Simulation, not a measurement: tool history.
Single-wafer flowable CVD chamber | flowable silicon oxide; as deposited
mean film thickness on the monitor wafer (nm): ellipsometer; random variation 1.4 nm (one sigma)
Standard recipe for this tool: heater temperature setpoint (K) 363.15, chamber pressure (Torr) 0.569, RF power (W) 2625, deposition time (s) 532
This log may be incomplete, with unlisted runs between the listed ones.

| run | hour | heater temperature setpoint (K) | chamber pressure (Torr) | RF power (W) | deposition time (s) | read-back reference wafer on the same gauge, thickness_nm | mean film thickness on the monitor wafer (nm) |
|---|---|---|---|---|---|---|---|
| 1 | 0.0 | 363.15 | 0.569 | 2625 | 532 | 320.676 | 335.913 |
| 2 | 28.6 | 363.15 | 0.569 | 2625 | 532 | 321.034 | 333.817 |
| 3 | 55.0 | 363.15 | 0.569 | 2625 | 532 | 321.014 | 336.603 |
| 4 | 74.2 | 363.15 | 0.569 | 2625 | 532 | 321.055 | 336.572 |
| 5 | 93.2 | 363.15 | 0.569 | 2625 | 532 | 321.022 | 341.062 |
| 6 | 127.8 | 354.15 | 0.569 | 2625 | 532 | 320.904 | 454.466 |
| 7 | 150.9 | 355.15 | 0.664 | 2330 | 605 | 320.800 | 574.501 |
| 8 | 167.2 | 363.15 | 0.526 | 2350 | 532 | 321.073 | 308.947 |
| 9 | 190.0 | 363.15 | 0.569 | 2485 | 441 | 320.802 | 280.216 |
| 10 | 207.6 | 363.15 | 0.569 | 2625 | 532 | 320.962 | 342.776 |
| 11 | 234.0 | 368.15 | 0.569 | 2625 | 532 | 320.794 | 283.568 |
|  | 268.7 | RF generator calibrated |
| 12 | 269.2 | 363.15 | 0.569 | 2625 | 532 | 320.618 | 343.545 |
| 13 | 293.5 | 348.15 | 0.469 | 2410 | 634 | 320.792 | 527.658 |
| 14 | 308.7 | 358.15 | 0.469 | 2625 | 436 | 321.392 | 278.117 |
| 15 | 343.1 | 358.15 | 0.641 | 2625 | 462 | 321.406 | 398.388 |
|  | 368.8 | showerhead replaced |
|  | 376.5 | capacitance manometer re-zeroed and calibrated |
| 16 | 377.0 | 363.15 | 0.569 | 2625 | 532 | 320.951 | 325.547 |
| 17 | 390.4 | 363.15 | 0.569 | 2625 | 532 | 320.777 | 324.555 |
| 18 | 413.5 | 363.15 | 0.697 | 2445 | 631 | 320.602 | 466.302 |
| 19 | 429.7 | 374.15 | 0.569 | 2625 | 532 | 320.709 | 217.479 |
|  | 452.9 | thermocouple changed; heater temperature recalibrated |
| 20 | 460.7 | 363.15 | 0.435 | 2625 | 437 | 320.967 | 186.671 |
| 21 | 487.8 | 363.15 | 0.569 | 3125 | 532 | 321.381 | 296.736 |
|  | 529.0 | gauge calibrated |
| 22 | 549.2 | 363.15 | 0.526 | 2350 | 532 | 321.053 | 267.875 |
| 23 | 583.5 | 368.15 | 0.641 | 2105 | 583 | 321.059 | 293.207 |
| 24 | 607.2 | 363.15 | 0.569 | 2285 | 532 | 321.306 | 291.113 |
| 25 | 638.4 | 363.15 | 0.569 | 2625 | 616 | 320.905 | 346.918 |
| 26 | 655.1 | 371.15 | 0.569 | 2625 | 532 | 321.027 | 220.517 |
| 27 | 736.6 | 377.15 | 0.661 | 3010 | 505 | 320.517 | 198.681 |
| 28 | 749.9 | 368.15 | 0.650 | 2430 | 460 | 320.664 | 244.817 |
| 29 | 766.3 | 363.15 | 0.569 | 2485 | 441 | 321.094 | 249.542 |

What if the next run were any one of these 3? Each begins from the tool's condition after run 29:
| A | 766.8 | 363.15 | 0.569 | 2625 | 532 | ? | ? |
| B | 766.8 | 356.15 | 0.654 | 2475 | 532 | ? | ? |
| C | 766.8 | 351.15 | 0.668 | 2820 | 635 | ? | ? |

| run | read-back reference wafer on the same gauge, thickness_nm | mean film thickness on the monitor wafer (nm) |
|---|---|---|
| A | 321.367 | 302.186 |
| B | 321.367 | 437.769 |
| C | 321.367 | 631.116 |
The same runs, with their run-to-run variation unchanged, on a tool lacking any hidden condition would have given:
| run | mean film thickness on the monitor wafer (nm) |
|---|---|
| A | 289.866 |
| B | 419.511 |
| C | 607.636 |
